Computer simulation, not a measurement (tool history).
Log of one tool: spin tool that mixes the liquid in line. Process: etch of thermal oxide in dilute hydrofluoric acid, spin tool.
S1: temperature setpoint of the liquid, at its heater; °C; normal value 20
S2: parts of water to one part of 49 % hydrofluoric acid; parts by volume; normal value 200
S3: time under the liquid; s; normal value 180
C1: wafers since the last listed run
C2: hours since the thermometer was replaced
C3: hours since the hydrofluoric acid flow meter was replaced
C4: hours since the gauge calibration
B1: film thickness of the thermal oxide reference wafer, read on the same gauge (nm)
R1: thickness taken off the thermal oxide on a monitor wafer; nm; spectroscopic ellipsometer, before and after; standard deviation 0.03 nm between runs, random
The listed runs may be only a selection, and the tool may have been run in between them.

{"run": 1, "hour": 0.0, "S1": 21.5, "S2": 200, "S3": 230, "C1": 0, "C2": 1194, "C3": 70, "C4": 1468.4, "B1": 30.014, "R1": 4.608}
{"run": 2, "hour": 84.8, "S1": 21.5, "S2": 200, "S3": 230, "C1": 413, "C2": 1278.8, "C3": 154.8, "C4": 1553.2, "B1": 30.011, "R1": 4.66}
{"run": 3, "hour": 166.3, "S1": 21.5, "S2": 200, "S3": 230, "C1": 397, "C2": 1360.3, "C3": 236.3, "C4": 1634.7, "B1": 30.04, "R1": 4.736}
{"hour": 210.3, "done": "gauge calibrated"}
{"run": 4, "hour": 258.2, "S1": 20, "S2": 200, "S3": 180, "C1": 447, "C2": 1452.2, "C3": 328.2, "C4": 47.9, "B1": 29.97, "R1": 3.402}
{"run": 5, "hour": 361.1, "S1": 21, "S2": 200, "S3": 105, "C1": 501, "C2": 1555.1, "C3": 431.1, "C4": 150.8, "B1": 29.958, "R1": 2.124}
{"run": 6, "hour": 444.3, "S1": 21, "S2": 200, "S3": 105, "C1": 405, "C2": 1638.3, "C3": 514.3, "C4": 234, "B1": 30.023, "R1": 2.11}
{"run": 7, "hour": 522.7, "S1": 20, "S2": 200, "S3": 180, "C1": 382, "C2": 1716.7, "C3": 592.7, "C4": 312.4, "B1": 30.027, "R1": 3.538}
{"hour": 606.4, "done": "hydrofluoric acid flow meter replaced"}
{"run": 8, "hour": 612.2, "S1": 20, "S2": 200, "S3": 180, "C1": 431, "C2": 1806.2, "C3": 5.8, "C4": 401.9, "B1": 30, "R1": 3.493}
{"run": 9, "hour": 684.9, "S1": 20, "S2": 230, "S3": 180, "C1": 354, "C2": 1878.9, "C3": 78.5, "C4": 474.6, "B1": 30.007, "R1": 2.969}
{"run": 10, "hour": 745.6, "S1": 20, "S2": 200, "S3": 180, "C1": 295, "C2": 1939.6, "C3": 139.2, "C4": 535.3, "B1": 30.02, "R1": 3.511}
{"run": 11, "hour": 793.3, "S1": 20, "S2": 200, "S3": 180, "C1": 232, "C2": 1987.3, "C3": 186.9, "C4": 583, "B1": 30.02, "R1": 3.558}
{"run": 12, "hour": 868.7, "S1": 20, "S2": 200, "S3": 180, "C1": 367, "C2": 2062.7, "C3": 262.3, "C4": 658.4, "B1": 29.985, "R1": 3.505}
{"run": 13, "hour": 956.0, "S1": 20, "S2": 145, "S3": 245, "C1": 425, "C2": 2150, "C3": 349.6, "C4": 745.7, "B1": 30.02, "R1": 7.04}
{"run": 14, "hour": 1031.2, "S1": 17.5, "S2": 200, "S3": 180, "C1": 366, "C2": 2225.2, "C3": 424.8, "C4": 820.9, "B1": 29.985, "R1": 3.208}
{"run": 15, "hour": 1105.5, "S1": 20, "S2": 200, "S3": 180, "C1": 362, "C2": 2299.5, "C3": 499.1, "C4": 895.2, "B1": 30.02, "R1": 3.603}
{"hour": 1131.9, "done": "thermometer replaced"}
{"run": 16, "hour": 1209.3, "S1": 20, "S2": 200, "S3": 180, "C1": 500, "C2": 77.4, "C3": 602.9, "C4": 999, "B1": 30.016, "R1": 3.321}
{"run": 17, "hour": 1277.5, "S1": 21.5, "S2": 270, "S3": 130, "C1": 332, "C2": 145.6, "C3": 671.1, "C4": 1067.2, "B1": 30.028, "R1": 1.742}
{"run": 18, "hour": 1332.8, "S1": 20, "S2": 200, "S3": 210, "C1": 269, "C2": 200.9, "C3": 726.4, "C4": 1122.5, "B1": 29.949, "R1": 3.861}
{"hour": 1352.4, "done": "hydrofluoric acid flow meter replaced"}
{"run": 19, "hour": 1372.9, "S1": 20, "S2": 200, "S3": 235, "C1": 190, "C2": 241, "C3": 20.5, "C4": 1162.6, "B1": 30.028, "R1": 4.346}
{"run": 20, "hour": 1413.4, "S1": 23, "S2": 105, "S3": 230, "C1": 197, "C2": 281.5, "C3": 61, "C4": 1203.1, "B1": 29.999, "R1": 10.17}
{"run": 21, "hour": 1460.4, "S1": 20, "S2": 200, "S3": 180, "C1": 229, "C2": 328.5, "C3": 108, "C4": 1250.1, "B1": 30.008, "R1": 3.355}
{"run": 22, "hour": 1552.4, "S1": 20, "S2": 130, "S3": 180, "C1": 448, "C2": 420.5, "C3": 200, "C4": 1342.1, "B1": 29.991, "R1": 5.594}
{"run": 23, "hour": 1610.1, "S1": 24, "S2": 200, "S3": 180, "C1": 281, "C2": 478.2, "C3": 257.7, "C4": 1399.8, "B1": 30.004, "R1": 3.888}
{"run": 24, "hour": 1657.2, "S1": 21, "S2": 200, "S3": 105, "C1": 229, "C2": 525.3, "C3": 304.8, "C4": 1446.9, "B1": 30.012, "R1": 2.035}
{"run": 25, "hour": 1753.1, "S1": 18.5, "S2": 150, "S3": 70, "C1": 467, "C2": 621.2, "C3": 400.7, "C4": 1542.8, "B1": 30.003, "R1": 1.741}
{"run": 26, "hour": 1835.5, "S1": 20, "S2": 200, "S3": 180, "C1": 401, "C2": 703.6, "C3": 483.1, "C4": 1625.2, "B1": 29.967, "R1": 3.423}
{"run": 27, "hour": 1885.5, "S1": 20, "S2": 200, "S3": 180, "C1": 243, "C2": 753.6, "C3": 533.1, "C4": 1675.2, "B1": 30.017, "R1": 3.338}
{"hour": 2041.0, "done": "hydrofluoric acid flow meter replaced"}
{"run": 28, "hour": 2069.9, "S1": 17, "S2": 295, "S3": 70, "C1": 893, "C2": 938, "C3": 28.9, "C4": 1859.6, "B1": 30.004, "R1": 0.732}
{"hour": 2146.4, "done": "gauge calibrated"}
{"run": 29, "hour": 2174.6, "S1": 17.5, "S2": 280, "S3": 125, "C1": 510, "C2": 1042.7, "C3": 133.6, "C4": 28.2, "B1": 30.02, "R1": 1.447}
{"run": 30, "hour": 2279.4, "S1": 20, "S2": 285, "S3": 180, "C1": 510, "C2": 1147.5, "C3": 238.4, "C4": 133, "B1": 30.009, "R1": 2.169}
{"run": 31, "hour": 2317.7, "S1": 20, "S2": 200, "S3": 180, "C1": 186, "C2": 1185.8, "C3": 276.7, "C4": 171.3, "B1": 29.995, "R1": 3.414}
{"run": 32, "hour": 2394.3, "S1": 20, "S2": 200, "S3": 180, "C1": 373, "C2": 1262.4, "C3": 353.3, "C4": 247.9, "B1": 30.025, "R1": 3.484}
{"run": 33, "hour": 2493.5, "S1": 20, "S2": 200, "S3": 180, "C1": 483, "C2": 1361.6, "C3": 452.5, "C4": 347.1, "B1": 30.015, "R1": 3.412}

List, for all runs, the conditions of the tool that the log does not record:
hydrofluoric acid flow above the setpoint (%): 0, the same for each run
gauge reads high (%): 0, the same for each run
H1: liquid hotter than its thermometer reads (K)
run=1 H1=1.1
run=2 H1=1.16
run=3 H1=1.23
run=4 H1=1.3
run=5 H1=1.38
run=6 H1=1.45
run=7 H1=1.51
run=8 H1=1.58
run=9 H1=1.64
run=10 H1=1.69
run=11 H1=1.72
run=12 H1=1.78
run=13 H1=1.85
run=14 H1=1.91
run=15 H1=1.97
run=16 H1=0.207
run=17 H1=0.261
run=18 H1=0.305
run=19 H1=0.337
run=20 H1=0.369
run=21 H1=0.406
run=22 H1=0.478
run=23 H1=0.524
run=24 H1=0.561
run=25 H1=0.637
run=26 H1=0.702
run=27 H1=0.742
run=28 H1=0.887
run=29 H1=0.97
run=30 H1=1.05
run=31 H1=1.08
run=32 H1=1.14
run=33 H1=1.22
